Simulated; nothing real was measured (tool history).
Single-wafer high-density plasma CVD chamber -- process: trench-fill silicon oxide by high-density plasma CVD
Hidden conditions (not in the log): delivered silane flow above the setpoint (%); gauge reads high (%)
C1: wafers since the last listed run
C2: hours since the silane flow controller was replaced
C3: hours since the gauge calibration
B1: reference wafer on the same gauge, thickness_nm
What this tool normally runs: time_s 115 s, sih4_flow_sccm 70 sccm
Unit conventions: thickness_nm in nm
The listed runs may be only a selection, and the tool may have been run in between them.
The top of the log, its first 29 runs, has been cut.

run 30 hour=1407.2 | time_s=94 sih4_flow_sccm=78 | C1=434 C2=483.1 C3=324.1 | B1=808.794 | thickness_nm=739.168
run 31 hour=1471.8 | time_s=107 sih4_flow_sccm=70 | C1=991 C2=547.7 C3=388.7 | B1=809.664 | thickness_nm=756.717
run 32 hour=1534.6 | time_s=115 sih4_flow_sccm=70 | C1=963 C2=610.5 C3=451.5 | B1=811.271 | thickness_nm=816.037
run 33 hour=1568.2 | time_s=138 sih4_flow_sccm=59 | C1=515 C2=644.1 C3=485.1 | B1=810.671 | thickness_nm=821.659
run 34 hour=1628 | time_s=98 sih4_flow_sccm=78 | C1=917 C2=703.9 C3=544.9 | B1=810.224 | thickness_nm=771.46
run 35 hour=1695.4 | time_s=101 sih4_flow_sccm=58 | C1=1034 C2=771.3 C3=612.3 | B1=809.794 | thickness_nm=587.379
run 36 hour=1741.5 | time_s=115 sih4_flow_sccm=78 | C1=707 C2=817.4 C3=658.4 | B1=810.435 | thickness_nm=906.592
run 37 hour=1804.4 | time_s=126 sih4_flow_sccm=82 | C1=965 C2=880.3 C3=721.3 | B1=811.372 | thickness_nm=1042.134
run 38 hour=1871.6 | time_s=130 sih4_flow_sccm=64 | C1=1031 C2=947.5 C3=788.5 | B1=811.856 | thickness_nm=844.843

Alternative continuations, all from the tool just after run 38; predict every row:
run A hour=1872 | time_s=131 sih4_flow_sccm=70 | C1=6 C2=947.9 C3=788.9 | B1=? | thickness_nm=?
run B hour=1872 | time_s=125 sih4_flow_sccm=56 | C1=6 C2=947.9 C3=788.9 | B1=? | thickness_nm=?
run C hour=1872 | time_s=105 sih4_flow_sccm=57 | C1=6 C2=947.9 C3=788.9 | B1=? | thickness_nm=?
run D hour=1872 | time_s=115 sih4_flow_sccm=82 | C1=6 C2=947.9 C3=788.9 | B1=? | thickness_nm=?

run=A B1=809.574 thickness_nm=923.666
run=B B1=809.574 thickness_nm=705.089
run=C B1=809.574 thickness_nm=602.851
run=D B1=809.574 thickness_nm=949.855
Without the tool's hidden state the same runs would have given:
run=A thickness_nm=923.666
run=B thickness_nm=705.089
run=C thickness_nm=602.851
run=D thickness_nm=949.855
